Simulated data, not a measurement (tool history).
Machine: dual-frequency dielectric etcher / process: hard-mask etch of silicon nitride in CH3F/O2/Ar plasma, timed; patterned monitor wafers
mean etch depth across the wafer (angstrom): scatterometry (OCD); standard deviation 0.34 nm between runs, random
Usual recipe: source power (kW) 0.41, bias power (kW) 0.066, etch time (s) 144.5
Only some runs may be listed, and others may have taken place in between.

run,hour,source power (kW),bias power (kW),etch time (s),wafers since the last listed run,hours since the last wet clean,hours since the last source power generator calibration,hours since the last bias power generator calibration,hours since the last upper electrode change,hours since the gauge calibration,"read-back reference wafer on the same gauge, depth_nm",mean etch depth across the wafer (angstrom)
1,0,0.45,0.066,144.5,0,172.2,3019.6,3206.5,4511.4,608.2,79.8,972
2,20.9,0.41,0.066,144.5,206,193.1,3040.5,3227.4,4532.3,629.1,80,944
3,51,0.41,0.056,144.5,297,223.2,3070.6,3257.5,4562.4,659.2,79.7,898
4,71.6,0.41,0.056,144.5,203,243.8,3091.2,3278.1,4583,679.8,79.7,906
5,85.7,0.41,0.056,144.5,139,257.9,3105.3,3292.2,4597.1,693.9,79.8,900
6,104.7,0.41,0.066,144.5,187,276.9,3124.3,3311.2,4616.1,712.9,79.7,941
7,128.7,0.41,0.057,174.5,237,300.9,3148.3,3335.2,4640.1,736.9,79.8,1092
8,150.9,0.41,0.057,174.5,219,323.1,3170.5,3357.4,4662.3,759.1,79.7,1085
9,166,0.37,0.066,144.5,149,338.2,3185.6,3372.5,4677.4,774.2,79.7,905
10,186.8,0.37,0.066,144.5,205,359,3206.4,3393.3,4698.2,795,79.6,909
11,217.2,0.33,0.075,144.5,300,389.4,3236.8,3423.7,4728.6,825.4,79.6,911
12,230.1,0.41,0.066,144.5,127,402.3,3249.7,3436.6,4741.5,838.3,79.6,942
13,247,0.41,0.066,144.5,166,419.2,3266.6,3453.5,4758.4,855.2,79.7,939
14,277.2,0.41,0.061,144.5,298,449.4,3296.8,3483.7,4788.6,885.4,79.4,918
15,289.5,0.41,0.066,144.5,121,461.7,3309.1,3496,4800.9,897.7,79.6,941
# hour 325.1: bias power generator calibrated
# hour 364.9: wet clean of the chamber
16,365.4,0.38,0.062,125,473,0.5,3385,40.3,4876.8,973.6,79.5,780
17,377.4,0.31,0.066,144.5,118,12.5,3397,52.3,4888.8,985.6,79.5,852
18,403.9,0.38,0.075,126.5,261,39,3423.5,78.8,4915.3,1012.1,79.4,835
# hour 419.8: gauge calibrated
# hour 444: upper electrode replaced
19,444.5,0.41,0.066,117,163,79.6,3464.1,119.4,0.5,24.7,80.4,769
20,450.1,0.41,0.058,144.5,55,85.2,3469.7,125,6.1,30.3,80.5,914
# hour 455.2: source power generator calibrated
21,481.7,0.45,0.053,144.5,272,116.8,26.5,156.6,37.7,61.9,80.3,929
22,511.1,0.35,0.057,112.5,290,146.2,55.9,186,67.1,91.3,80.5,677
23,544.1,0.48,0.066,162,325,179.2,88.9,219,100.1,124.3,80.4,1129
24,562.7,0.41,0.079,128.5,183,197.8,107.5,237.6,118.7,142.9,80.3,895
25,580.1,0.41,0.074,144.5,171,215.2,124.9,255,136.1,160.3,80.4,989
26,594.5,0.41,0.052,164.5,142,229.6,139.3,269.4,150.5,174.7,80.3,1012
27,612,0.44,0.082,144.5,172,247.1,156.8,286.9,168,192.2,80.2,1043
28,625.1,0.41,0.066,144.5,129,260.2,169.9,300,181.1,205.3,80.4,948
29,684.4,0.41,0.066,144.5,585,319.5,229.2,359.3,240.4,264.6,80.2,952
30,711.8,0.41,0.066,144.5,270,346.9,256.6,386.7,267.8,292,80.2,945
31,734.1,0.46,0.079,165,220,369.2,278.9,409,290.1,314.3,80.2,1190

3 options for the next run, each taken on its own from the tool as it stands now. Forecast them:
A,734.6,0.41,0.066,144.5,4,369.7,279.4,409.5,290.6,314.8,?,?
B,734.6,0.51,0.066,131,4,369.7,279.4,409.5,290.6,314.8,?,?
C,734.6,0.44,0.071,102.5,4,369.7,279.4,409.5,290.6,314.8,?,?

run,"read-back reference wafer on the same gauge, depth_nm",mean etch depth across the wafer (angstrom)
A,80.1,948
B,80.1,927
C,80.1,704
Without the tool's unlogged condition, the same runs would have read:
run,mean etch depth across the wafer (angstrom)
A,954
B,933
C,709

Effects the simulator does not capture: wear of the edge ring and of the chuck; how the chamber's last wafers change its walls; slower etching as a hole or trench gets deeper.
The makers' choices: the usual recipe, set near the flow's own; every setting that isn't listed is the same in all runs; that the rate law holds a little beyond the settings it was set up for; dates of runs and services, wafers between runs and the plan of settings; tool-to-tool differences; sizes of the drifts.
